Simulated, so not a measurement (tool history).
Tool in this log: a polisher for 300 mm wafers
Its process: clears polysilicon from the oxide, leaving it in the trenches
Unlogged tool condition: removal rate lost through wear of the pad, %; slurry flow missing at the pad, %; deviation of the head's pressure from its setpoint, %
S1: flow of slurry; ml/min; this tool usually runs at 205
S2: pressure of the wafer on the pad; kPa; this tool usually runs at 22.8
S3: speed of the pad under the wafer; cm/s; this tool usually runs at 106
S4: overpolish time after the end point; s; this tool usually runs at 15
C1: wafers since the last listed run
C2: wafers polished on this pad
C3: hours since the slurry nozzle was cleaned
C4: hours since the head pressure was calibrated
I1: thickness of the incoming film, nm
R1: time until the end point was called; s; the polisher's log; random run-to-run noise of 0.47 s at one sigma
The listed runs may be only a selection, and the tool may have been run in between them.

{"run": 1, "hour": 0.0, "S1": 205, "S2": 22.8, "S3": 106, "S4": 15, "C1": 0, "C2": 4048, "C3": 302.2, "C4": 755.8, "I1": 740.7, "R1": 44.7}
{"run": 2, "hour": 76.8, "S1": 205, "S2": 22.8, "S3": 106, "S4": 15, "C1": 644, "C2": 4692, "C3": 379.0, "C4": 832.6, "I1": 734.3, "R1": 43.4}
{"run": 3, "hour": 148.8, "S1": 205, "S2": 22.8, "S3": 92, "S4": 15, "C1": 604, "C2": 5297, "C3": 451.0, "C4": 904.6, "I1": 738.7, "R1": 50.3}
{"hour": 173.2, "done": "head pressure recalibrated"}
{"run": 4, "hour": 247.2, "S1": 205, "S2": 22.8, "S3": 92, "S4": 15, "C1": 809, "C2": 6106, "C3": 549.4, "C4": 74.0, "I1": 733.7, "R1": 51.8}
{"hour": 309.2, "done": "worn pad replaced by a new one"}
{"run": 5, "hour": 323.9, "S1": 205, "S2": 22.8, "S3": 92, "S4": 15, "C1": 610, "C2": 123, "C3": 626.1, "C4": 150.7, "I1": 716.5, "R1": 43.9}
{"hour": 340.7, "done": "slurry nozzle cleaned"}
{"run": 6, "hour": 369.5, "S1": 205, "S2": 22.8, "S3": 106, "S4": 15, "C1": 374, "C2": 497, "C3": 28.8, "C4": 196.3, "I1": 733.1, "R1": 38.2}
{"run": 7, "hour": 461.3, "S1": 205, "S2": 22.8, "S3": 106, "S4": 15, "C1": 770, "C2": 1268, "C3": 120.6, "C4": 288.1, "I1": 730.0, "R1": 40.5}
{"run": 8, "hour": 518.3, "S1": 205, "S2": 22.8, "S3": 106, "S4": 15, "C1": 478, "C2": 1746, "C3": 177.6, "C4": 345.1, "I1": 742.0, "R1": 40.9}
{"run": 9, "hour": 563.1, "S1": 205, "S2": 22.8, "S3": 106, "S4": 15, "C1": 376, "C2": 2122, "C3": 222.4, "C4": 389.9, "I1": 738.1, "R1": 40.5}
{"run": 10, "hour": 632.7, "S1": 205, "S2": 22.8, "S3": 106, "S4": 15, "C1": 584, "C2": 2707, "C3": 292.0, "C4": 459.5, "I1": 730.7, "R1": 41.9}
{"run": 11, "hour": 718.6, "S1": 205, "S2": 22.8, "S3": 106, "S4": 15, "C1": 721, "C2": 3428, "C3": 377.9, "C4": 545.4, "I1": 743.3, "R1": 42.7}
{"run": 12, "hour": 786.3, "S1": 205, "S2": 25.5, "S3": 106, "S4": 15, "C1": 568, "C2": 3996, "C3": 445.6, "C4": 613.1, "I1": 723.3, "R1": 37.3}
{"run": 13, "hour": 833.1, "S1": 180, "S2": 16.5, "S3": 90, "S4": 7, "C1": 392, "C2": 4389, "C3": 492.4, "C4": 659.9, "I1": 729.7, "R1": 69.1}
{"run": 14, "hour": 877.0, "S1": 205, "S2": 22.8, "S3": 106, "S4": 15, "C1": 368, "C2": 4757, "C3": 536.3, "C4": 703.8, "I1": 729.5, "R1": 43.0}
{"hour": 971.1, "done": "worn pad replaced by a new one"}
{"hour": 1041.8, "done": "slurry nozzle cleaned"}
{"run": 15, "hour": 1061.9, "S1": 205, "S2": 22.8, "S3": 106, "S4": 15, "C1": 1510, "C2": 754, "C3": 20.1, "C4": 888.7, "I1": 729.9, "R1": 39.8}
{"hour": 1125.4, "done": "head pressure recalibrated"}
{"run": 16, "hour": 1125.9, "S1": 245, "S2": 29.6, "S3": 106, "S4": 10, "C1": 520, "C2": 1274, "C3": 84.1, "C4": 0.5, "I1": 718.5, "R1": 30.2}
{"run": 17, "hour": 1215.6, "S1": 205, "S2": 22.8, "S3": 106, "S4": 15, "C1": 752, "C2": 2027, "C3": 173.8, "C4": 90.2, "I1": 732.5, "R1": 41.3}
{"run": 18, "hour": 1253.8, "S1": 240, "S2": 22.8, "S3": 106, "S4": 8, "C1": 320, "C2": 2348, "C3": 212.0, "C4": 128.4, "I1": 732.0, "R1": 40.6}
{"run": 19, "hour": 1319.6, "S1": 235, "S2": 27.6, "S3": 106, "S4": 11, "C1": 552, "C2": 2900, "C3": 277.8, "C4": 194.2, "I1": 728.6, "R1": 33.2}
{"run": 20, "hour": 1419.8, "S1": 205, "S2": 22.8, "S3": 106, "S4": 15, "C1": 841, "C2": 3741, "C3": 378.0, "C4": 294.4, "I1": 728.5, "R1": 42.0}
{"run": 21, "hour": 1510.9, "S1": 205, "S2": 27.6, "S3": 106, "S4": 15, "C1": 764, "C2": 4506, "C3": 469.1, "C4": 385.5, "I1": 718.4, "R1": 33.5}
{"run": 22, "hour": 1588.9, "S1": 175, "S2": 22.8, "S3": 120, "S4": 15, "C1": 654, "C2": 5161, "C3": 547.1, "C4": 463.5, "I1": 733.6, "R1": 39.0}
{"run": 23, "hour": 1649.7, "S1": 205, "S2": 19.3, "S3": 128, "S4": 19, "C1": 510, "C2": 5671, "C3": 607.9, "C4": 524.3, "I1": 728.6, "R1": 42.5}
{"run": 24, "hour": 1687.7, "S1": 205, "S2": 22.8, "S3": 106, "S4": 15, "C1": 318, "C2": 5990, "C3": 645.9, "C4": 562.3, "I1": 727.0, "R1": 43.5}
{"hour": 1698.4, "done": "slurry nozzle cleaned"}
{"hour": 1698.7, "done": "worn pad replaced by a new one"}
{"run": 25, "hour": 1769.7, "S1": 135, "S2": 15.2, "S3": 132, "S4": 24, "C1": 677, "C2": 596, "C3": 71.3, "C4": 644.3, "I1": 741.6, "R1": 50.4}
{"run": 26, "hour": 1854.6, "S1": 245, "S2": 17.2, "S3": 74, "S4": 15, "C1": 712, "C2": 1309, "C3": 156.2, "C4": 729.2, "I1": 743.5, "R1": 73.2}
{"hour": 1936.9, "done": "head pressure recalibrated"}
{"run": 27, "hour": 1954.2, "S1": 205, "S2": 22.8, "S3": 106, "S4": 15, "C1": 819, "C2": 2128, "C3": 255.8, "C4": 17.3, "I1": 726.8, "R1": 41.4}
{"run": 28, "hour": 2017.3, "S1": 205, "S2": 29.6, "S3": 106, "S4": 22, "C1": 529, "C2": 2658, "C3": 318.9, "C4": 80.4, "I1": 730.2, "R1": 32.1}
{"run": 29, "hour": 2109.5, "S1": 240, "S2": 17.2, "S3": 106, "S4": 15, "C1": 773, "C2": 3432, "C3": 411.1, "C4": 172.6, "I1": 720.7, "R1": 52.9}
{"run": 30, "hour": 2322.1, "S1": 170, "S2": 31.0, "S3": 116, "S4": 8, "C1": 1784, "C2": 5216, "C3": 623.7, "C4": 385.2, "I1": 720.0, "R1": 28.5}
{"run": 31, "hour": 2404.3, "S1": 155, "S2": 22.8, "S3": 106, "S4": 15, "C1": 690, "C2": 5906, "C3": 705.9, "C4": 467.4, "I1": 735.8, "R1": 44.6}
{"hour": 2440.7, "done": "worn pad replaced by a new one"}
{"hour": 2480.7, "done": "slurry nozzle cleaned"}
{"run": 32, "hour": 2510.7, "S1": 180, "S2": 28.3, "S3": 80, "S4": 20, "C1": 851, "C2": 579, "C3": 30.0, "C4": 573.8, "I1": 728.8, "R1": 42.5}
{"run": 33, "hour": 2569.3, "S1": 205, "S2": 22.8, "S3": 106, "S4": 15, "C1": 491, "C2": 1071, "C3": 88.6, "C4": 632.4, "I1": 742.1, "R1": 41.4}
{"run": 34, "hour": 2624.7, "S1": 205, "S2": 29.6, "S3": 138, "S4": 23, "C1": 465, "C2": 1536, "C3": 144.0, "C4": 687.8, "I1": 734.2, "R1": 24.6}
{"run": 35, "hour": 2665.2, "S1": 205, "S2": 22.8, "S3": 82, "S4": 8, "C1": 339, "C2": 1876, "C3": 184.5, "C4": 728.3, "I1": 733.6, "R1": 53.7}

3 ways to go on from here, each from the tool as it stands after run 35. What would each give?
{"run": "A", "hour": 2665.6, "S1": 205, "S2": 22.8, "S3": 106, "S4": 15, "C1": 3, "C2": 1879, "C3": 184.9, "C4": 728.7, "I1": 730.7, "R1": "?"}
{"run": "B", "hour": 2665.6, "S1": 205, "S2": 22.8, "S3": 106, "S4": 7, "C1": 3, "C2": 1879, "C3": 184.9, "C4": 728.7, "I1": 730.7, "R1": "?"}
{"run": "C", "hour": 2665.6, "S1": 245, "S2": 22.8, "S3": 106, "S4": 15, "C1": 3, "C2": 1879, "C3": 184.9, "C4": 728.7, "I1": 730.7, "R1": "?"}

run=A R1=40.7
run=B R1=40.7
run=C R1=39.9
With no hidden state in the tool, these same runs would have given:
run=A R1=36.5
run=B R1=36.5
run=C R1=35.8
